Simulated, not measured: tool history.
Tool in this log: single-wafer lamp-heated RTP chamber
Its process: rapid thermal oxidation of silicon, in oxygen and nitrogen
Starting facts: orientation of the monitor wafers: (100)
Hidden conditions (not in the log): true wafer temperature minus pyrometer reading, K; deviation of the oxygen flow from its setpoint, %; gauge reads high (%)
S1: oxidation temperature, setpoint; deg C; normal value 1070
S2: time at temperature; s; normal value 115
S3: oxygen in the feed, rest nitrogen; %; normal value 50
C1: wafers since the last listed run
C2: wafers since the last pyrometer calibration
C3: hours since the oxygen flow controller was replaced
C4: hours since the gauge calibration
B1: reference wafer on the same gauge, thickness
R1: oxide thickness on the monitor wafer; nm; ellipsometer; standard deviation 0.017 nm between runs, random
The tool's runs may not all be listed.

run	hour	S1	S2	S3	C1	C2	C3	C4	B1	R1
1	0.0	1070	115	50	0	4830	5552.8	153.3	9.396	11.427
2	17.7	1070	115	50	227	5057	5570.5	171.0	9.402	11.479
3	26.2	1070	115	50	109	5166	5579.0	179.5	9.401	11.422
4	41.7	1070	115	71	199	5365	5594.5	195.0	9.399	12.963
5	57.0	1070	115	50	196	5562	5609.8	210.3	9.393	11.445
6	67.9	1070	115	50	139	5702	5620.7	221.2	9.401	11.452
7	76.8	1070	115	50	114	5816	5629.6	230.1	9.403	11.452
8	84.7	1070	159	50	101	5917	5637.5	238.0	9.398	13.345
9	95.9	1070	159	50	143	6061	5648.7	249.2	9.400	13.337
10	106.7	1070	159	50	138	6200	5659.5	260.0	9.401	13.300
11	131.6	1070	115	50	319	6520	5684.4	284.9	9.399	11.475
12	142.3	1055	115	32	137	6657	5695.1	295.6	9.403	8.861
13	158.0	1055	115	32	201	6859	5710.8	311.3	9.400	8.866
14	170.3	1055	115	32	157	7017	5723.1	323.6	9.400	8.890
15	176.5	1070	115	40	79	7096	5729.3	329.8	9.394	10.591
# hour 195.7: gauge calibrated
# hour 231.4: oxygen flow controller replaced
# hour 234.2: pyrometer window cleaned and pyrometer calibrated
16	234.7	1052	157	21	608	6	3.3	39.0	9.398	8.536
17	243.1	1070	70	50	107	114	11.7	47.4	9.405	9.062
18	249.4	1089	133	76	80	195	18.0	53.7	9.397	16.058
19	295.3	1052	143	38	589	785	63.9	99.6	9.402	10.101
20	312.4	1070	115	40	219	1004	81.0	116.7	9.404	10.502
21	353.4	1087	83	37	526	1531	122.0	157.7	9.398	9.844
22	371.2	1070	115	42	228	1760	139.8	175.5	9.402	10.698
23	387.8	1070	69	28	213	1973	156.4	192.1	9.405	7.356
24	395.1	1070	99	38	93	2067	163.7	199.4	9.399	9.634
25	406.5	1070	115	50	146	2213	175.1	210.8	9.403	11.369
26	422.1	1083	62	30	200	2413	190.7	226.4	9.402	7.836
27	437.4	1070	115	70	196	2610	206.0	241.7	9.394	12.847
28	449.1	1085	164	23	150	2760	217.7	253.4	9.403	11.153
29	456.3	1070	79	50	92	2853	224.9	260.6	9.398	9.599
30	468.6	1070	115	50	157	3010	237.2	272.9	9.404	11.411

How would selected steps in R1 from run to run divide? Give the signed amount a tool lacking its hidden state would still show from settings, what came in and random variation, and the signed amount left for the hidden state, including any gauge scatter that is not in both of the compared results.
Run 7 -> 8: S2 115 -> 159. R1 +1.893 nm: hidden state +0.019, all else +1.874.
Run 11 -> 12: S1 1070 -> 1055, S3 50 -> 32. R1 -2.614 nm: hidden state -0.020, all else -2.594.
Run 15 -> 16: S1 1070 -> 1052, S2 115 -> 157, S3 40 -> 21, gauge calibrated, oxygen flow controller replaced, pyrometer window cleaned and pyrometer calibrated. R1 -2.055 nm: hidden state -0.116, all else -1.939.
Run 17 -> 18: S1 1070 -> 1089, S2 70 -> 133, S3 50 -> 76. R1 +6.996 nm: hidden state +0.004, all else +6.992.
Run 18 -> 19: S1 1089 -> 1052, S2 133 -> 143, S3 76 -> 38. R1 -5.957 nm: hidden state -0.001, all else -5.956.
Run 26 -> 27: S1 1083 -> 1070, S2 62 -> 115, S3 30 -> 70. R1 +5.011 nm: hidden state +0.013, all else +4.998.

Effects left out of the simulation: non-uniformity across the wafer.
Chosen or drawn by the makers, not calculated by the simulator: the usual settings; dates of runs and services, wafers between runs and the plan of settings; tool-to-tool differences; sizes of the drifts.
